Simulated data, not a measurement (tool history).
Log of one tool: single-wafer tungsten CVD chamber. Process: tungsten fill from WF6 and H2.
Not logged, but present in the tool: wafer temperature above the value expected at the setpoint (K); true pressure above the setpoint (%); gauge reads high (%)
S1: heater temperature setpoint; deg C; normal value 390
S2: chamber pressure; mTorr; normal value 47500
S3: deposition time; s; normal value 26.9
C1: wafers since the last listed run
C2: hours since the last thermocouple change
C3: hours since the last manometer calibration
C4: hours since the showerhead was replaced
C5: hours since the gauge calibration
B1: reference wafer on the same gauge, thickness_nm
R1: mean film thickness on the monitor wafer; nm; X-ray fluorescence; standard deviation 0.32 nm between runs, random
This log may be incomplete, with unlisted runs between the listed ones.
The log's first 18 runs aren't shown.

{"run": 19, "hour": 1512.4, "S1": 390, "S2": 41600, "S3": 26.9, "C1": 1723, "C2": 249.9, "C3": 211.0, "C4": 5474.0, "C5": 2631.5, "B1": 85.904, "R1": 85.31}
{"hour": 1594.0, "done": "gauge calibrated"}
{"run": 20, "hour": 1606.8, "S1": 390, "S2": 47500, "S3": 26.9, "C1": 1790, "C2": 344.3, "C3": 305.4, "C4": 5568.4, "C5": 12.8, "B1": 86.05, "R1": 88.334}
{"run": 21, "hour": 1771.8, "S1": 390, "S2": 47500, "S3": 26.9, "C1": 3128, "C2": 509.3, "C3": 470.4, "C4": 5733.4, "C5": 177.8, "B1": 85.978, "R1": 88.317}
{"run": 22, "hour": 1854.4, "S1": 399, "S2": 36700, "S3": 26.9, "C1": 1566, "C2": 591.9, "C3": 553.0, "C4": 5816.0, "C5": 260.4, "B1": 86.079, "R1": 95.209}
{"hour": 2055.8, "done": "showerhead replaced"}
{"run": 23, "hour": 2142.3, "S1": 375, "S2": 47500, "S3": 29.0, "C1": 5307, "C2": 879.8, "C3": 840.9, "C4": 86.5, "C5": 548.3, "B1": 85.995, "R1": 72.95}
{"run": 24, "hour": 2241.4, "S1": 402, "S2": 42100, "S3": 25.4, "C1": 1879, "C2": 978.9, "C3": 940.0, "C4": 185.6, "C5": 647.4, "B1": 85.974, "R1": 97.274}
{"run": 25, "hour": 2312.4, "S1": 379, "S2": 43800, "S3": 26.9, "C1": 1346, "C2": 1049.9, "C3": 1011.0, "C4": 256.6, "C5": 718.4, "B1": 86.001, "R1": 70.721}
{"run": 26, "hour": 2415.2, "S1": 386, "S2": 42400, "S3": 24.3, "C1": 1949, "C2": 1152.7, "C3": 1113.8, "C4": 359.4, "C5": 821.2, "B1": 86.07, "R1": 71.164}
{"run": 27, "hour": 2507.3, "S1": 379, "S2": 47500, "S3": 29.8, "C1": 1746, "C2": 1244.8, "C3": 1205.9, "C4": 451.5, "C5": 913.3, "B1": 85.958, "R1": 79.968}

Run 28 comes next. What will it give?
{"run": 28, "hour": 2597.6, "S1": 390, "S2": 47500, "S3": 26.9, "C1": 1712, "C2": 1335.1, "C3": 1296.2, "C4": 541.8, "C5": 1003.6, "B1": "?", "R1": "?"}

{"run 28": {"B1": 85.886, "R1": 87.675}}
On a tool with no hidden condition, and with the same random variation, this run would have come out at R1 89.360 nm.

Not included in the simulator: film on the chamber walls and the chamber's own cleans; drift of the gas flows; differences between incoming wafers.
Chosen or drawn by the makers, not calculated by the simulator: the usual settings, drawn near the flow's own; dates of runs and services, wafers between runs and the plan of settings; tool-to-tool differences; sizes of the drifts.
